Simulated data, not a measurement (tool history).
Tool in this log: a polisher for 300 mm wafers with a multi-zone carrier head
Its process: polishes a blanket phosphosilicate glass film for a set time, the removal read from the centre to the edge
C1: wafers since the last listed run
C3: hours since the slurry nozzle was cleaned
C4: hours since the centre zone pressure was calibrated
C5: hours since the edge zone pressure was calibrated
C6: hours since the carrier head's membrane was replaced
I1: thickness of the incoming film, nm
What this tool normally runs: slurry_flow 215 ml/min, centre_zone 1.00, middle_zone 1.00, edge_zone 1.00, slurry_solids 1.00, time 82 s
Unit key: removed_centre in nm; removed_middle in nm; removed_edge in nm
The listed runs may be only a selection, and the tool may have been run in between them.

Run 1, hour 0.0: usual settings; C1 0; wafers polished on this pad 235; C3 163.3; C4 40.7; C5 178.7; C6 976.0; I1 3394.2. Result: removed_centre 499.2 nm, removed_middle 487.5 nm, removed_edge 498.4 nm.
Run 2, hour 13.8: usual settings; C1 150; wafers polished on this pad 386; C3 177.1; C4 54.5; C5 192.5; C6 989.8; I1 3457.4. Result: removed_centre 499.8 nm, removed_middle 494.7 nm, removed_edge 505.6 nm.
Run 3, hour 38.3: usual settings; C1 267; wafers polished on this pad 653; C3 201.6; C4 79.0; C5 217.0; C6 1014.3; I1 3403.5. Result: removed_centre 498.1 nm, removed_middle 504.7 nm, removed_edge 496.4 nm.
At hour 63.1: carrier head's membrane replaced by a new one.
Run 4, hour 67.2: usual settings; C1 260; wafers polished on this pad 914; C3 230.5; C4 107.9; C5 245.9; C6 4.1; I1 3388.1. Result: removed_centre 487.5 nm, removed_middle 481.8 nm, removed_edge 488.8 nm.
Run 5, hour 93.1: usual settings; C1 282; wafers polished on this pad 1197; C3 256.4; C4 133.8; C5 271.8; C6 30.0; I1 3458.6. Result: removed_centre 504.1 nm, removed_middle 493.1 nm, removed_edge 491.3 nm.
At hour 104.0: slurry nozzle cleaned.
At hour 116.1: worn pad replaced by a new one.
Run 6, hour 125.5: usual settings; C1 299; wafers polished on this pad 103; C3 21.5; C4 166.2; C5 304.2; C6 62.4; I1 3449.7. Result: removed_centre 507.2 nm, removed_middle 492.2 nm, removed_edge 500.1 nm.
Run 7, hour 144.8: usual settings; C1 210; wafers polished on this pad 313; C3 40.8; C4 185.5; C5 323.5; C6 81.7; I1 3498.2. Result: removed_centre 509.6 nm, removed_middle 497.5 nm, removed_edge 490.4 nm.
Run 8, hour 160.7: usual settings; C1 173; wafers polished on this pad 487; C3 56.7; C4 201.4; C5 339.4; C6 97.6; I1 3462.1. Result: removed_centre 491.3 nm, removed_middle 491.1 nm, removed_edge 493.9 nm.
At hour 164.2: edge zone pressure recalibrated.
Run 9, hour 182.6: usual settings; C1 217; wafers polished on this pad 704; C3 78.6; C4 223.3; C5 18.4; C6 119.5; I1 3397.8. Result: removed_centre 493.4 nm, removed_middle 486.6 nm, removed_edge 492.4 nm.
Run 10, hour 207.7: usual settings; C1 274; wafers polished on this pad 978; C3 103.7; C4 248.4; C5 43.5; C6 144.6; I1 3438.1. Result: removed_centre 483.1 nm, removed_middle 486.3 nm, removed_edge 493.4 nm.
Run 11, hour 231.5: usual settings but middle_zone 0.97, edge_zone 0.90, time 68 s; C1 259; wafers polished on this pad 1238; C3 127.5; C4 272.2; C5 67.3; C6 168.4; I1 3447.1. Result: removed_centre 406.5 nm, removed_middle 399.2 nm, removed_edge 387.5 nm.
At hour 241.9: worn pad replaced by a new one.
At hour 256.0: centre zone pressure recalibrated.
Run 12, hour 262.2: usual settings but middle_zone 1.06, time 70 s; C1 269; wafers polished on this pad 199; C3 158.2; C4 6.2; C5 98.0; C6 199.1; I1 3442.6. Result: removed_centre 422.4 nm, removed_middle 434.1 nm, removed_edge 425.4 nm.
Run 13, hour 290.0: usual settings; C1 303; wafers polished on this pad 502; C3 186.0; C4 34.0; C5 125.8; C6 226.9; I1 3427.4. Result: removed_centre 504.2 nm, removed_middle 479.1 nm, removed_edge 498.1 nm.
Run 14, hour 315.1: usual settings; C1 274; wafers polished on this pad 776; C3 211.1; C4 59.1; C5 150.9; C6 252.0; I1 3439.7. Result: removed_centre 505.5 nm, removed_middle 491.4 nm, removed_edge 501.6 nm.
Run 15, hour 339.9: usual settings but centre_zone 0.90, middle_zone 1.06; C1 270; wafers polished on this pad 1047; C3 235.9; C4 83.9; C5 175.7; C6 276.8; I1 3414.2. Result: removed_centre 452.4 nm, removed_middle 519.5 nm, removed_edge 499.7 nm.
At hour 350.7: worn pad replaced by a new one.
Run 16, hour 352.6: usual settings but middle_zone 0.91, time 109 s; C1 94; wafers polished on this pad 21; C3 248.6; C4 96.6; C5 188.4; C6 289.5; I1 3477.6. Result: removed_centre 672.8 nm, removed_middle 599.6 nm, removed_edge 664.2 nm.
Run 17, hour 374.8: usual settings; C1 242; wafers polished on this pad 263; C3 270.8; C4 118.8; C5 210.6; C6 311.7; I1 3421.6. Result: removed_centre 503.4 nm, removed_middle 478.7 nm, removed_edge 491.1 nm.
Run 18, hour 401.7: usual settings but middle_zone 0.96; C1 293; wafers polished on this pad 557; C3 297.7; C4 145.7; C5 237.5; C6 338.6; I1 3442.4. Result: removed_centre 495.9 nm, removed_middle 480.8 nm, removed_edge 505.6 nm.
Run 19, hour 418.1: usual settings but centre_zone 0.90, middle_zone 1.10, slurry_solids 1.10; C1 179; wafers polished on this pad 736; C3 314.1; C4 162.1; C5 253.9; C6 355.0; I1 3482.9. Result: removed_centre 480.2 nm, removed_middle 555.8 nm, removed_edge 517.3 nm.
At hour 435.4: slurry nozzle cleaned.
Run 20, hour 443.4: usual settings but slurry_flow 240 ml/min, edge_zone 1.10, slurry_solids 0.85, time 91 s; C1 265; wafers polished on this pad 1001; C3 8.0; C4 187.4; C5 279.2; C6 380.3; I1 3453.6. Result: removed_centre 514.1 nm, removed_middle 490.4 nm, removed_edge 518.8 nm.
Run 21, hour 456.4: usual settings but slurry_flow 185 ml/min, centre_zone 0.89, middle_zone 1.07, slurry_solids 0.85; C1 141; wafers polished on this pad 1143; C3 21.0; C4 200.4; C5 292.2; C6 393.3; I1 3456.9. Result: removed_centre 383.3 nm, removed_middle 462.6 nm, removed_edge 437.2 nm.
At hour 473.6: worn pad replaced by a new one.
Run 22, hour 482.4: usual settings but slurry_flow 270 ml/min, slurry_solids 1.20; C1 240; wafers polished on this pad 95; C3 47.0; C4 226.4; C5 318.2; C6 419.3; I1 3461.4. Result: removed_centre 573.0 nm, removed_middle 539.7 nm, removed_edge 557.4 nm.

3 options for the next run, each taken on its own from the tool as it stands now. Forecast them:
Run A, hour 482.9: usual settings but time 90 s; C1 5; wafers polished on this pad 101; C3 47.5; C4 226.9; C5 318.7; C6 419.8; I1 3398.5. Result: removed_centre ?, removed_middle ?, removed_edge ?.
Run B, hour 482.9: usual settings but slurry_flow 235 ml/min, centre_zone 1.03, edge_zone 0.96, slurry_solids 1.30; C1 5; wafers polished on this pad 101; C3 47.5; C4 226.9; C5 318.7; C6 419.8; I1 3398.5. Result: removed_centre ?, removed_middle ?, removed_edge ?.
Run C, hour 482.9: usual settings but time 108 s; C1 5; wafers polished on this pad 101; C3 47.5; C4 226.9; C5 318.7; C6 419.8; I1 3398.5. Result: removed_centre ?, removed_middle ?, removed_edge ?.

run  removed_centre  removed_middle  removed_edge
  A           540.7           538.2         545.3
  B           587.0           566.3         561.5
  C           648.8           645.9         654.3
Had the tool no hidden state, the same runs would have come out as:
run  removed_centre  removed_middle  removed_edge
  A           540.7           538.2         545.3
  B           587.0           566.3         561.5
  C           648.8           645.9         654.3

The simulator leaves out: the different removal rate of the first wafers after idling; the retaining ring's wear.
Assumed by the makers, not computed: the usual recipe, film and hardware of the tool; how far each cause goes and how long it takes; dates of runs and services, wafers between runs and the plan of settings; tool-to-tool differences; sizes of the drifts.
